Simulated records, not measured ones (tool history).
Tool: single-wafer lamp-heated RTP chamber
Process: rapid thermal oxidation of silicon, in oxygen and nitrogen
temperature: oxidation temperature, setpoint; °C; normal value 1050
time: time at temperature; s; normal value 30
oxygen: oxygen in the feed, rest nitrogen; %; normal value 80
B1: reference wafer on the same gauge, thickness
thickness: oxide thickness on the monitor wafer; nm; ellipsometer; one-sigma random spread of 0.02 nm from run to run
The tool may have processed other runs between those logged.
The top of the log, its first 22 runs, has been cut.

{"day": 60.912, "done": "pyrometer window cleaned and pyrometer calibrated"}
{"run": 23, "day": 64.838, "temperature": 1027, "time": 26, "oxygen": 98, "B1": 4.894, "thickness": 5.187}
{"run": 24, "day": 66.704, "temperature": 1050, "time": 30, "oxygen": 80, "B1": 4.885, "thickness": 5.97}
{"run": 25, "day": 70.254, "temperature": 1038, "time": 21, "oxygen": 71, "B1": 4.896, "thickness": 4.591}
{"run": 26, "day": 71.883, "temperature": 1033, "time": 44, "oxygen": 80, "B1": 4.894, "thickness": 6.352}
{"run": 27, "day": 75.479, "temperature": 1062, "time": 30, "oxygen": 71, "B1": 4.898, "thickness": 6.292}
{"run": 28, "day": 78.821, "temperature": 1066, "time": 40, "oxygen": 98, "B1": 4.889, "thickness": 8.184}
{"run": 29, "day": 80.742, "temperature": 1078, "time": 43, "oxygen": 66, "B1": 4.893, "thickness": 8.021}
{"run": 30, "day": 83.183, "temperature": 1078, "time": 30, "oxygen": 97, "B1": 4.89, "thickness": 7.817}
{"run": 31, "day": 85.583, "temperature": 1050, "time": 30, "oxygen": 80, "B1": 4.886, "thickness": 6.089}
{"day": 88.508, "done": "pyrometer window cleaned and pyrometer calibrated"}
{"run": 32, "day": 89.442, "temperature": 1050, "time": 30, "oxygen": 80, "B1": 4.892, "thickness": 6.004}
{"run": 33, "day": 91.95, "temperature": 1050, "time": 34, "oxygen": 98, "B1": 4.889, "thickness": 6.797}
{"run": 34, "day": 94.85, "temperature": 1050, "time": 30, "oxygen": 80, "B1": 4.888, "thickness": 5.994}
{"run": 35, "day": 98.012, "temperature": 1050, "time": 30, "oxygen": 80, "B1": 4.887, "thickness": 6.022}
{"run": 36, "day": 100.3, "temperature": 1050, "time": 30, "oxygen": 80, "B1": 4.881, "thickness": 6.019}
{"run": 37, "day": 102.2, "temperature": 1050, "time": 24, "oxygen": 80, "B1": 4.896, "thickness": 5.493}
{"run": 38, "day": 104.625, "temperature": 1021, "time": 22, "oxygen": 69, "B1": 4.894, "thickness": 4.163}

Predict each of these 4 candidate next runs independently; none follows another, all start after run 38:
{"run": "A", "day": 104.646, "temperature": 1038, "time": 30, "oxygen": 80, "B1": "?", "thickness": "?"}
{"run": "B", "day": 104.646, "temperature": 1039, "time": 30, "oxygen": 56, "B1": "?", "thickness": "?"}
{"run": "C", "day": 104.646, "temperature": 1050, "time": 30, "oxygen": 55, "B1": "?", "thickness": "?"}
{"run": "D", "day": 104.646, "temperature": 1026, "time": 30, "oxygen": 80, "B1": "?", "thickness": "?"}

run=A B1=4.885 thickness=5.603
run=B B1=4.885 thickness=4.994
run=C B1=4.885 thickness=5.340
run=D B1=4.885 thickness=5.161
Without the tool's unlogged condition, the same runs would have read:
run=A thickness=5.528
run=B thickness=4.928
run=C thickness=5.270
run=D thickness=5.091
